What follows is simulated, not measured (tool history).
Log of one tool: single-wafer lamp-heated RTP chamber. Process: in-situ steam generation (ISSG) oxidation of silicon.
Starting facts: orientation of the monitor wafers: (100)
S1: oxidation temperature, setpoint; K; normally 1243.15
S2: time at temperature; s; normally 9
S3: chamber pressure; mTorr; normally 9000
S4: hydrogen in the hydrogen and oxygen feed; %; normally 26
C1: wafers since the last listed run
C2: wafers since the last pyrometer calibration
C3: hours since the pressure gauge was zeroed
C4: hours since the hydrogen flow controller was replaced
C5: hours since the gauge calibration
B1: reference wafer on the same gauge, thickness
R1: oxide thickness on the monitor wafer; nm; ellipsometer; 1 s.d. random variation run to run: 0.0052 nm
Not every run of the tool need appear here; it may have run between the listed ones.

run,day,S1,S2,S3,S4,C1,C2,C3,C4,C5,B1,R1
1,0.000,1243.15,9,9000,26,0,3114,1403.0,7267.5,73.3,3.009,3.507
2,1.233,1243.15,9,9000,26,258,3372,1432.6,7297.1,102.9,3.009,3.507
3,2.133,1243.15,9,9000,26,188,3561,1454.2,7318.7,124.5,3.011,3.511
4,2.933,1243.15,9,9000,26,167,3728,1473.4,7337.9,143.7,3.008,3.509
5,5.867,1243.15,9,9000,26,614,4342,1543.8,7408.3,214.1,3.009,3.517
# day 6.846: hydrogen flow controller replaced
6,6.867,1243.15,9,9000,26,139,4482,1567.8,0.5,238.1,3.009,3.512
7,7.971,1243.15,9,9000,26,231,4713,1594.3,27.0,264.6,3.009,3.516
8,9.312,1243.15,9,9000,26,280,4994,1626.5,59.2,296.8,3.010,3.515
# day 9.950: pressure gauge zeroed
9,10.192,1243.15,6,9000,26,114,5108,5.8,80.3,317.9,3.010,3.030
10,11.383,1243.15,9,9000,26,249,5358,34.4,108.9,346.5,3.010,3.511
11,11.946,1233.15,9,9000,29,117,5476,47.9,122.4,360.0,3.011,3.542
12,12.717,1249.15,8,9000,26,161,5637,66.4,140.9,378.5,3.009,3.406
13,13.350,1231.15,12,8200,31,132,5770,81.6,156.1,393.7,3.011,4.039
14,13.921,1243.15,9,9000,26,119,5889,95.3,169.8,407.4,3.009,3.506
15,15.238,1224.15,11,9000,26,275,6165,126.9,201.4,439.0,3.010,3.624
16,16.304,1243.15,9,9000,26,223,6388,152.5,227.0,464.6,3.010,3.523
# day 16.350: gauge calibrated
17,17.333,1234.15,12,9000,31,215,6604,177.2,251.7,23.6,3.010,4.017
18,18.421,1243.15,9,9000,26,227,6832,203.3,277.8,49.7,3.009,3.521
19,18.967,1243.15,7,9000,26,114,6946,216.4,290.9,62.8,3.011,3.214
20,19.479,1243.15,9,9000,26,107,7053,228.7,303.2,75.1,3.010,3.523
# day 19.917: pyrometer window cleaned and pyrometer calibrated
21,20.271,1243.15,9,9800,26,95,73,247.7,322.2,94.1,3.010,3.440
22,21.325,1235.15,9,9000,26,220,294,273.0,347.5,119.4,3.010,3.431
23,22.000,1243.15,9,9000,31,141,435,289.2,363.7,135.6,3.009,3.684
24,22.567,1243.15,11,9000,30,118,554,302.8,377.3,149.2,3.009,3.922
25,23.125,1243.15,9,10200,26,116,671,316.2,390.7,162.6,3.010,3.408
26,24.583,1229.15,9,9500,32,305,976,351.2,425.7,197.6,3.011,3.552
27,25.129,1233.15,12,9000,26,114,1091,364.3,438.8,210.7,3.010,3.795
28,26.133,1243.15,12,10100,32,210,1301,388.4,462.9,234.8,3.011,4.024
29,27.067,1249.15,8,7700,23,195,1496,410.8,485.3,257.2,3.010,3.328
30,28.196,1252.15,11,8100,31,236,1733,437.9,512.4,284.3,3.009,4.129

5 ways to go on from here, each from the tool as it stands after run 30. What would each give?
A,28.212,1236.15,9,9000,26,3,1736,438.3,512.8,284.7,?,?
B,28.212,1226.15,9,9000,26,3,1736,438.3,512.8,284.7,?,?
C,28.212,1237.15,7,9000,26,3,1736,438.3,512.8,284.7,?,?
D,28.212,1249.15,9,9000,32,3,1736,438.3,512.8,284.7,?,?
E,28.212,1250.15,7,8300,22,3,1736,438.3,512.8,284.7,?,?

run,B1,R1
A,3.010,3.448
B,3.010,3.371
C,3.010,3.155
D,3.010,3.766
E,3.010,3.128
What these runs would have given with no unlogged condition in the tool:
run,R1
A,3.440
B,3.364
C,3.149
D,3.757
E,3.122
